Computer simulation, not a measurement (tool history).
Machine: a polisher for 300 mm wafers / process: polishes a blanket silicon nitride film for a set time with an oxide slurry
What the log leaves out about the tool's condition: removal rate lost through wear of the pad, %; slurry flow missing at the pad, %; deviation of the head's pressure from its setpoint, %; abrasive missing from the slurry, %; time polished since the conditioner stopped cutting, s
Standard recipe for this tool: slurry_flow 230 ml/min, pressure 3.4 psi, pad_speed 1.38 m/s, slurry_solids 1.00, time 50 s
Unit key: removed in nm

run	day	slurry_flow	pressure	pad_speed	slurry_solids	time	wafers since the last listed run	wafers polished on this pad	hours since the slurry nozzle was cleaned	hours since the head pressure was calibrated	hours since the slurry blender was calibrated	hours since the conditioning disc was replaced	incoming thickness of the incoming film, nm	removed
1	0.000	230	3.4	1.38	1.00	50	0	3832	193.4	108.6	586.7	250.1	257.4	38.4
# day 1.258: slurry blender recalibrated
2	2.338	230	3.4	1.38	1.00	50	429	4262	249.5	164.7	25.9	306.2	261.5	37.1
3	6.433	195	4.3	1.38	1.00	67	781	5044	347.8	263.0	124.2	404.5	257.9	60.4
# day 12.329: worn pad replaced by a new one
4	12.846	275	3.4	1.38	1.00	50	1191	98	501.7	416.9	278.1	558.4	260.9	38.0
5	15.304	230	3.8	1.38	1.00	50	468	567	560.7	475.9	337.1	617.4	260.4	40.8
# day 15.942: conditioning disc replaced and pad reconditioned
6	18.962	205	3.4	1.38	1.00	50	681	1249	648.5	563.7	424.9	72.5	256.7	35.4
7	22.112	230	3.4	0.92	1.00	50	600	1849	724.1	639.3	500.5	148.1	263.3	26.0
# day 25.583: slurry nozzle cleaned
8	26.275	230	3.4	1.56	1.00	50	785	2635	16.6	739.2	600.4	248.0	258.7	43.6
# day 28.588: slurry blender recalibrated
9	29.467	160	3.4	1.38	1.25	50	592	3228	93.2	815.8	21.1	324.6	255.3	39.9
10	31.021	230	4.4	1.38	1.00	50	296	3524	130.5	853.1	58.4	361.9	259.0	49.8
11	34.083	230	3.4	1.38	1.00	50	584	4108	204.0	926.6	131.9	435.4	258.3	37.6
12	37.967	230	3.4	1.38	1.30	35	740	4849	297.2	1019.8	225.1	528.6	263.8	29.0
# day 39.500: head pressure recalibrated
# day 40.383: worn pad replaced by a new one
13	40.946	230	2.4	1.68	1.00	50	520	107	368.7	34.7	296.6	600.1	262.9	30.7
14	45.108	210	3.0	1.24	1.00	59	793	900	468.6	134.6	396.5	700.0	258.0	34.4
# day 47.221: conditioning disc replaced and pad reconditioned
15	49.588	230	4.2	1.38	1.15	39	838	1739	576.1	242.1	504.0	56.8	257.0	37.1
16	53.675	200	3.4	1.38	1.00	55	779	2518	674.2	340.2	602.1	154.9	261.0	38.6
17	57.212	230	3.4	1.38	0.75	50	674	3193	759.1	425.1	687.0	239.8	263.6	30.6
# day 58.912: slurry blender recalibrated
18	59.158	230	3.7	1.38	0.70	66	355	3548	805.8	471.8	5.9	286.5	259.0	43.7
19	61.933	230	2.4	1.38	1.00	61	529	4077	872.4	538.4	72.5	353.1	258.0	30.8
# day 64.921: slurry nozzle cleaned
20	65.183	180	3.4	1.38	1.00	58	611	4689	6.3	616.4	150.5	431.1	259.2	44.5
# day 68.938: worn pad replaced by a new one
21	69.271	230	3.4	1.84	1.15	58	747	63	104.4	714.5	248.6	529.2	262.6	59.7
22	71.258	230	3.4	1.70	1.00	50	379	442	152.1	762.2	296.3	576.9	264.4	43.8
23	74.596	230	3.4	1.38	1.00	50	636	1078	232.2	842.3	376.4	657.0	256.5	38.4
# day 75.067: conditioning disc replaced and pad reconditioned
24	77.946	230	3.4	1.38	1.00	50	622	1701	312.6	922.7	456.8	69.1	257.5	37.0
25	79.604	160	3.4	1.38	1.00	50	316	2018	352.4	962.5	496.6	108.9	259.5	33.9

Predict each of these 4 candidate next runs independently; none follows another, all start after run 25:
A	79.621	230	3.4	1.76	1.00	50	3	2021	352.8	962.9	497.0	109.3	259.2	?
B	79.621	230	3.4	1.38	0.90	50	3	2021	352.8	962.9	497.0	109.3	259.2	?
C	79.621	230	3.4	0.98	1.00	50	3	2021	352.8	962.9	497.0	109.3	259.2	?
D	79.621	230	2.9	1.80	1.20	50	3	2021	352.8	962.9	497.0	109.3	259.2	?

run	removed
A	44.8
B	35.2
C	28.0
D	42.0
With the hidden condition removed and each run's random variation left untouched, the same runs would have given:
run	removed
A	48.5
B	38.1
C	30.3
D	45.4
